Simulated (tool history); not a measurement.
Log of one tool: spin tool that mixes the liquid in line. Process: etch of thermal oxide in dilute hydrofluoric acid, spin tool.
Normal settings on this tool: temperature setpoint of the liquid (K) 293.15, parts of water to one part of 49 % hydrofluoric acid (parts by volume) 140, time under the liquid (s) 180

| run | hour | temperature setpoint of the liquid (K) | parts of water to one part of 49 % hydrofluoric acid (parts by volume) | time under the liquid (s) | wafers since the last listed run | hours since the thermometer was replaced | hours since the hydrofluoric acid flow meter was replaced | hours since the gauge calibration | read-back film thickness of the thermal oxide reference wafer, read on the same gauge (nm) | thickness taken off the thermal oxide on a monitor wafer (nm) |
|---|---|---|---|---|---|---|---|---|---|---|
| 1 | 0 | 295.65 | 140 | 180 | 0 | 323.8 | 1822.1 | 47.8 | 30 | 5.02 |
| 2 | 15.8 | 295.15 | 140 | 230 | 101 | 339.6 | 1837.9 | 63.6 | 30.04 | 6.29 |
| 3 | 33.6 | 295.15 | 140 | 230 | 114 | 357.4 | 1855.7 | 81.4 | 29.99 | 6.24 |
| 4 | 51.6 | 295.15 | 140 | 230 | 115 | 375.4 | 1873.7 | 99.4 | 30.06 | 6.24 |
| 5 | 61.4 | 290.65 | 140 | 180 | 62 | 385.2 | 1883.5 | 109.2 | 29.97 | 4.01 |
| 6 | 78.3 | 290.65 | 140 | 180 | 108 | 402.1 | 1900.4 | 126.1 | 29.99 | 4.06 |
| 7 | 92 | 293.15 | 140 | 180 | 88 | 415.8 | 1914.1 | 139.8 | 30.01 | 4.48 |
| 8 | 105.3 | 293.15 | 140 | 180 | 85 | 429.1 | 1927.4 | 153.1 | 30.03 | 4.45 |
| 9 | 120.9 | 293.15 | 140 | 180 | 100 | 444.7 | 1943 | 168.7 | 30.05 | 4.43 |
| 10 | 133.8 | 290.15 | 165 | 250 | 82 | 457.6 | 1955.9 | 181.6 | 29.95 | 4.54 |
|  | 144.6 | hydrofluoric acid flow meter replaced |
| 11 | 146.2 | 293.15 | 140 | 120 | 73 | 470 | 1.6 | 194 | 30.02 | 2.94 |
| 12 | 177 | 290.65 | 185 | 130 | 197 | 500.8 | 32.4 | 224.8 | 29.96 | 2.06 |
|  | 186.3 | gauge calibrated |
| 13 | 187.1 | 293.15 | 140 | 180 | 64 | 510.9 | 42.5 | 0.8 | 30 | 4.29 |
|  | 196.1 | thermometer replaced |
| 14 | 196.8 | 291.65 | 140 | 150 | 55 | 0.7 | 52.2 | 10.5 | 30.01 | 3.76 |
| 15 | 204.9 | 293.15 | 140 | 180 | 52 | 8.8 | 60.3 | 18.6 | 30.04 | 4.77 |
| 16 | 212.4 | 293.15 | 95 | 180 | 48 | 16.3 | 67.8 | 26.1 | 30 | 7.43 |
| 17 | 228.8 | 295.15 | 110 | 215 | 105 | 32.7 | 84.2 | 42.5 | 30.01 | 8.17 |
| 18 | 246.2 | 297.65 | 170 | 225 | 111 | 50.1 | 101.6 | 59.9 | 29.97 | 5.68 |
| 19 | 254.2 | 290.15 | 140 | 180 | 51 | 58.1 | 109.6 | 67.9 | 30 | 4.24 |

Below are 3 alternative next runs, each starting from the tool's condition after run 19. Predict each:
| A | 254.7 | 293.15 | 140 | 180 | 3 | 58.6 | 110.1 | 68.4 | ? | ? |
| B | 254.7 | 297.65 | 190 | 120 | 3 | 58.6 | 110.1 | 68.4 | ? | ? |
| C | 254.7 | 290.15 | 140 | 80 | 3 | 58.6 | 110.1 | 68.4 | ? | ? |

| run | read-back film thickness of the thermal oxide reference wafer, read on the same gauge (nm) | thickness taken off the thermal oxide on a monitor wafer (nm) |
|---|---|---|
| A | 29.99 | 4.78 |
| B | 29.99 | 2.65 |
| C | 29.99 | 1.88 |
With no hidden state in the tool, these same runs would have given:
| run | thickness taken off the thermal oxide on a monitor wafer (nm) |
|---|---|
| A | 4.84 |
| B | 2.68 |
| C | 1.9 |

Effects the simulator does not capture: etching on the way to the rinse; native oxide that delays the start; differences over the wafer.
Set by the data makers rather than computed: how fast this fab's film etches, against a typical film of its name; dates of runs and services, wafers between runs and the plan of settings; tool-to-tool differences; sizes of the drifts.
